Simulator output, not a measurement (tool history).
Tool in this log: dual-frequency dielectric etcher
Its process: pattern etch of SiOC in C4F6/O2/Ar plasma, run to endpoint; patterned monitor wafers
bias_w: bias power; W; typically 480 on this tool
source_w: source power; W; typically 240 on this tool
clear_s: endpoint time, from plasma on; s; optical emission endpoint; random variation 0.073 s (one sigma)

run	hour	bias_w	source_w	incoming incoming film thickness, nm	clear_s
1	0	480	240	42.35	18
2	61.2	480	240	42.76	18.1
3	160.8	480	240	42.5	18.1
4	244.2	449	240	42.47	18.7
5	349.1	449	240	42.26	18.6
6	429	449	240	42.68	18.9
# hour 496.8: wet clean of the chamber
7	497.3	480	240	42.6	18.2
8	570.1	480	200	43.15	20.3
9	639	480	200	42.52	20
# hour 693.3: source power generator calibrated
10	693.8	480	200	42.9	19.7
11	767.8	480	240	42.52	17.7
12	807.3	480	240	42.98	18
13	851.1	547	290	42.54	15.4
# hour 913.7: upper electrode replaced, of another model than before
14	914.2	480	240	42.67	17.9

Predict the results of run 15:
# hour 927.1: bias power generator calibrated
15	942.9	480	210	42.32	?

{"run 15": {"clear_s": 18.4}}
On a tool with no hidden condition, and with the same random variation, this run would have come out at clear_s 18.4 s.

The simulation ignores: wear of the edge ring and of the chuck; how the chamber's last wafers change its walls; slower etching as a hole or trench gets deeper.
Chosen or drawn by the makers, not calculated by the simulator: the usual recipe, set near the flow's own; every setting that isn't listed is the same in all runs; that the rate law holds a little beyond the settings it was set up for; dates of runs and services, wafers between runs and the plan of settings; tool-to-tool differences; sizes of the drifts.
